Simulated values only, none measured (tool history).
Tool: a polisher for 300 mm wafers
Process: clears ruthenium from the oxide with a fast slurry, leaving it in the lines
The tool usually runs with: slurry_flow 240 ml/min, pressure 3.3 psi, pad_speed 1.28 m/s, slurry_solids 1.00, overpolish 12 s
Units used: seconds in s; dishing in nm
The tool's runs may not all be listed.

run   hour  slurry_flow  pressure  pad_speed  slurry_solids  overpolish  incoming thickness of the incoming film, nm  seconds  dishing
  1    0.0          280       3.3       1.28           1.00          12                                        131.3     19.7     62.5
      27.0  -- worn pad replaced by a new one
  2   27.5          240       3.3       1.28           0.80          12                                        129.7     23.1     55.4
  3   45.7          240       3.3       1.28           0.80          12                                        131.7     23.7     56.2
  4   57.7          240       3.3       1.28           0.80          12                                        127.0     22.4     54.9
      71.5  -- slurry blender recalibrated
  5   78.4          240       2.9       1.08           0.75           9                                        130.2     32.5     33.1
  6  113.2          240       3.3       1.28           1.00          16                                        130.8     19.9     76.2
     123.6  -- slurry nozzle cleaned
  7  135.4          240       3.3       0.86           1.30          12                                        128.6     25.7     50.7
  8  163.8          240       3.3       1.28           1.30          12                                        130.6     17.5     70.1
  9  191.1          280       3.3       1.28           1.00          12                                        127.4     18.9     64.1
 10  226.6          240       2.6       1.28           1.00          12                                        130.5     25.3     52.0
 11  261.7          240       3.3       1.28           1.00          12                                        132.1     20.1     63.2
     280.9  -- worn pad replaced by a new one
 12  293.4          240       3.3       1.28           1.00          12                                        130.1     19.9     64.6
 13  339.1          240       2.4       1.28           1.00           9                                        128.5     27.2     37.4
 14  371.5          240       3.3       1.28           1.00          12                                        131.8     20.0     61.6
 15  392.7          240       3.3       1.46           1.00          14                                        131.0     17.5     73.7
 16  413.3          240       2.8       1.28           1.25          18                                        130.8     21.0     79.3
     433.7  -- slurry blender recalibrated
 17  442.0          185       2.6       1.66           0.80          12                                        128.3     23.4     54.2
     460.8  -- slurry nozzle cleaned
 18  468.1          240       3.3       1.46           1.00          12                                        129.0     17.0     70.1
 19  480.5          240       3.3       1.02           1.00          12                                        130.6     24.9     52.0
 20  493.8          315       3.3       1.02           0.75          15                                        128.6     29.5     56.7
 21  510.9          240       3.3       1.28           1.20          12                                        131.0     17.9     67.2
     555.4  -- worn pad replaced by a new one
 22  576.8          240       3.3       0.98           1.00          12                                        130.6     26.2     51.2
 23  598.1          240       2.2       1.28           1.00          12                                        127.4     28.9     46.3
     601.6  -- head pressure recalibrated
 24  623.7          240       3.8       1.28           1.00          12                                        131.3     17.5     68.8
 25  636.7          240       3.3       1.28           1.00          12                                        129.7     20.2     63.7
 26  744.0          240       3.3       1.28           0.90          15                                        130.2     21.6     70.3
     771.8  -- slurry blender recalibrated
 27  779.8          195       2.4       1.64           1.20          12                                        131.2     19.4     62.9
     795.7  -- slurry nozzle cleaned
 28  797.4          240       4.3       1.28           1.10          12                                        131.8     15.2     74.3
     817.6  -- worn pad replaced by a new one
 29  818.1          240       3.3       1.12           1.00          12                                        129.7     22.8     56.6

Forecast each of these 3 alternatives for the next run:
  A  818.5          240       3.3       1.28           1.00          12                                        130.5        ?        ?
  B  818.5          240       3.3       1.28           0.90          12                                        130.5        ?        ?
  C  818.5          310       4.5       1.72           1.00           7                                        130.5        ?        ?

run  seconds  dishing
  A     20.0     62.2
  B     21.4     59.1
  C     10.7     66.3
The same runs, with their run-to-run variation unchanged, on a tool lacking any hidden condition would have given:
run  seconds  dishing
  A     20.0     62.2
  B     21.4     59.1
  C     10.7     66.3
